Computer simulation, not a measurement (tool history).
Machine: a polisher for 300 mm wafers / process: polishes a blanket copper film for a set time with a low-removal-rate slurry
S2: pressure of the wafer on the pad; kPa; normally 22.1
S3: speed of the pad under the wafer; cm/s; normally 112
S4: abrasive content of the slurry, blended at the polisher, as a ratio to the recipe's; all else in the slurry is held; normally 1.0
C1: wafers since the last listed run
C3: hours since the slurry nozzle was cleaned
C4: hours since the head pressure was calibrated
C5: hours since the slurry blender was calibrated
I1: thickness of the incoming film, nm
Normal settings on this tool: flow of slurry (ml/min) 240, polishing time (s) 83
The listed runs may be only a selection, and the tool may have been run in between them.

{"run": 1, "day": 0.0, "flow of slurry (ml/min)": 270, "S2": 22.1, "S3": 112, "S4": 1.0, "polishing time (s)": 83, "C1": 0, "wafers polished on this pad": 475, "C3": 334.9, "C4": 1034.3, "C5": 13.1, "I1": 1361.6, "film removed (Å)": 2940}
{"run": 2, "day": 0.4, "flow of slurry (ml/min)": 240, "S2": 22.1, "S3": 112, "S4": 1.0, "polishing time (s)": 83, "C1": 62, "wafers polished on this pad": 537, "C3": 344.5, "C4": 1043.9, "C5": 22.7, "I1": 1363.2, "film removed (Å)": 2909}
{"run": 3, "day": 0.796, "flow of slurry (ml/min)": 240, "S2": 22.1, "S3": 112, "S4": 1.0, "polishing time (s)": 83, "C1": 61, "wafers polished on this pad": 599, "C3": 354.0, "C4": 1053.4, "C5": 32.2, "I1": 1355.9, "film removed (Å)": 2914}
{"run": 4, "day": 1.367, "flow of slurry (ml/min)": 240, "S2": 22.1, "S3": 112, "S4": 1.0, "polishing time (s)": 83, "C1": 88, "wafers polished on this pad": 687, "C3": 367.7, "C4": 1067.1, "C5": 45.9, "I1": 1373.6, "film removed (Å)": 2963}
{"run": 5, "day": 1.925, "flow of slurry (ml/min)": 240, "S2": 24.8, "S3": 112, "S4": 1.0, "polishing time (s)": 83, "C1": 86, "wafers polished on this pad": 774, "C3": 381.1, "C4": 1080.5, "C5": 59.3, "I1": 1370.1, "film removed (Å)": 3283}
{"run": 6, "day": 2.942, "flow of slurry (ml/min)": 240, "S2": 24.8, "S3": 112, "S4": 1.0, "polishing time (s)": 83, "C1": 157, "wafers polished on this pad": 932, "C3": 405.5, "C4": 1104.9, "C5": 83.7, "I1": 1382.4, "film removed (Å)": 3305}
{"run": 7, "day": 3.512, "flow of slurry (ml/min)": 240, "S2": 22.1, "S3": 112, "S4": 0.8, "polishing time (s)": 83, "C1": 88, "wafers polished on this pad": 1020, "C3": 419.2, "C4": 1118.6, "C5": 97.4, "I1": 1381.3, "film removed (Å)": 2815}
{"day": 4.0, "done": "worn pad replaced by a new one"}
{"run": 8, "day": 4.158, "flow of slurry (ml/min)": 240, "S2": 22.1, "S3": 112, "S4": 0.8, "polishing time (s)": 83, "C1": 74, "wafers polished on this pad": 24, "C3": 434.7, "C4": 1134.1, "C5": 112.9, "I1": 1373.7, "film removed (Å)": 2812}
{"day": 4.429, "done": "head pressure recalibrated"}
{"day": 4.833, "done": "slurry blender recalibrated"}
{"run": 9, "day": 5.083, "flow of slurry (ml/min)": 240, "S2": 22.1, "S3": 112, "S4": 1.0, "polishing time (s)": 83, "C1": 117, "wafers polished on this pad": 142, "C3": 456.9, "C4": 15.7, "C5": 6.0, "I1": 1374.5, "film removed (Å)": 2623}
{"day": 5.454, "done": "slurry nozzle cleaned"}
{"run": 10, "day": 5.492, "flow of slurry (ml/min)": 240, "S2": 22.1, "S3": 112, "S4": 1.0, "polishing time (s)": 66, "C1": 56, "wafers polished on this pad": 199, "C3": 0.9, "C4": 25.5, "C5": 15.8, "I1": 1376.5, "film removed (Å)": 2072}
{"run": 11, "day": 5.838, "flow of slurry (ml/min)": 205, "S2": 22.1, "S3": 134, "S4": 0.8, "polishing time (s)": 83, "C1": 53, "wafers polished on this pad": 252, "C3": 9.2, "C4": 33.8, "C5": 24.1, "I1": 1377.0, "film removed (Å)": 2932}

Run 12, settings as shown, results not yet in. Your forecast:
{"run": 12, "day": 6.267, "flow of slurry (ml/min)": 240, "S2": 22.1, "S3": 112, "S4": 1.3, "polishing time (s)": 83, "C1": 66, "wafers polished on this pad": 319, "C3": 19.5, "C4": 44.1, "C5": 34.4, "I1": 1401.8, "film removed (Å)": "?"}

{"run 12": {"film removed (Å)": 2794}}
Without the tool's hidden state the same run would have given film removed (Å) 2818.
